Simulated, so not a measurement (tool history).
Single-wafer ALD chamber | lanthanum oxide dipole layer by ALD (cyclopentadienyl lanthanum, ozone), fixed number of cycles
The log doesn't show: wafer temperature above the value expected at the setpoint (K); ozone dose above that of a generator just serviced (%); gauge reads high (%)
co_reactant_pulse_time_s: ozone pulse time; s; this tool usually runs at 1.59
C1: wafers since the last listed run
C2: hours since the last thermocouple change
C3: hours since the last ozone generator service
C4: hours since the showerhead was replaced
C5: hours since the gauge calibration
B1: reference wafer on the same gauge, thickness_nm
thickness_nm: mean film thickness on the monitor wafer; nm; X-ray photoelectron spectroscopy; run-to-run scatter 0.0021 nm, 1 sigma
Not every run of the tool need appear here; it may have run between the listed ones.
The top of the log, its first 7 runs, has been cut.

{"run": 8, "hour": 160.6, "co_reactant_pulse_time_s": 1.59, "C1": 656, "C2": 754.8, "C3": 847.4, "C4": 6106.7, "C5": 830.8, "B1": 0.521, "thickness_nm": 0.558}
{"run": 9, "hour": 196.4, "co_reactant_pulse_time_s": 1.59, "C1": 677, "C2": 790.6, "C3": 883.2, "C4": 6142.5, "C5": 866.6, "B1": 0.521, "thickness_nm": 0.554}
{"run": 10, "hour": 209.3, "co_reactant_pulse_time_s": 1.59, "C1": 244, "C2": 803.5, "C3": 896.1, "C4": 6155.4, "C5": 879.5, "B1": 0.52, "thickness_nm": 0.555}
{"run": 11, "hour": 223.8, "co_reactant_pulse_time_s": 1.59, "C1": 274, "C2": 818, "C3": 910.6, "C4": 6169.9, "C5": 894, "B1": 0.521, "thickness_nm": 0.56}
{"run": 12, "hour": 248.7, "co_reactant_pulse_time_s": 1.59, "C1": 471, "C2": 842.9, "C3": 935.5, "C4": 6194.8, "C5": 918.9, "B1": 0.521, "thickness_nm": 0.56}
{"hour": 252.6, "done": "gauge calibrated"}
{"run": 13, "hour": 317.1, "co_reactant_pulse_time_s": 1.59, "C1": 1294, "C2": 911.3, "C3": 1003.9, "C4": 6263.2, "C5": 64.5, "B1": 0.521, "thickness_nm": 0.557}
{"run": 14, "hour": 331.3, "co_reactant_pulse_time_s": 1.59, "C1": 268, "C2": 925.5, "C3": 1018.1, "C4": 6277.4, "C5": 78.7, "B1": 0.521, "thickness_nm": 0.556}
{"run": 15, "hour": 343.5, "co_reactant_pulse_time_s": 1.98, "C1": 230, "C2": 937.7, "C3": 1030.3, "C4": 6289.6, "C5": 90.9, "B1": 0.521, "thickness_nm": 0.57}
{"run": 16, "hour": 375.8, "co_reactant_pulse_time_s": 2.06, "C1": 611, "C2": 970, "C3": 1062.6, "C4": 6321.9, "C5": 123.2, "B1": 0.521, "thickness_nm": 0.574}
{"run": 17, "hour": 403.8, "co_reactant_pulse_time_s": 1.08, "C1": 529, "C2": 998, "C3": 1090.6, "C4": 6349.9, "C5": 151.2, "B1": 0.521, "thickness_nm": 0.521}
{"run": 18, "hour": 435.8, "co_reactant_pulse_time_s": 1.95, "C1": 605, "C2": 1030, "C3": 1122.6, "C4": 6381.9, "C5": 183.2, "B1": 0.521, "thickness_nm": 0.568}
{"run": 19, "hour": 471.4, "co_reactant_pulse_time_s": 1.91, "C1": 673, "C2": 1065.6, "C3": 1158.2, "C4": 6417.5, "C5": 218.8, "B1": 0.52, "thickness_nm": 0.571}
{"hour": 502.0, "done": "thermocouple changed; heater temperature recalibrated"}
{"run": 20, "hour": 502.5, "co_reactant_pulse_time_s": 1.59, "C1": 437, "C2": 0.5, "C3": 1189.3, "C4": 6448.6, "C5": 249.9, "B1": 0.521, "thickness_nm": 0.555}
{"run": 21, "hour": 533.4, "co_reactant_pulse_time_s": 1.12, "C1": 584, "C2": 31.4, "C3": 1220.2, "C4": 6479.5, "C5": 280.8, "B1": 0.521, "thickness_nm": 0.525}
{"run": 22, "hour": 546.2, "co_reactant_pulse_time_s": 1.59, "C1": 242, "C2": 44.2, "C3": 1233, "C4": 6492.3, "C5": 293.6, "B1": 0.521, "thickness_nm": 0.557}
{"hour": 555.1, "done": "ozone generator serviced"}
{"run": 23, "hour": 570.2, "co_reactant_pulse_time_s": 1.59, "C1": 302, "C2": 68.2, "C3": 15.1, "C4": 6516.3, "C5": 317.6, "B1": 0.521, "thickness_nm": 0.559}
{"run": 24, "hour": 602.3, "co_reactant_pulse_time_s": 2.04, "C1": 607, "C2": 100.3, "C3": 47.2, "C4": 6548.4, "C5": 349.7, "B1": 0.52, "thickness_nm": 0.571}

What will run 25 give?
{"run": 25, "hour": 632.8, "co_reactant_pulse_time_s": 1.59, "C1": 577, "C2": 130.8, "C3": 77.7, "C4": 6578.9, "C5": 380.2, "B1": "?", "thickness_nm": "?"}

{"run 25": {"B1": 0.521, "thickness_nm": 0.558}}
With the hidden condition absent and the run-to-run variation left alone, this run would have shown thickness_nm 0.558 nm.

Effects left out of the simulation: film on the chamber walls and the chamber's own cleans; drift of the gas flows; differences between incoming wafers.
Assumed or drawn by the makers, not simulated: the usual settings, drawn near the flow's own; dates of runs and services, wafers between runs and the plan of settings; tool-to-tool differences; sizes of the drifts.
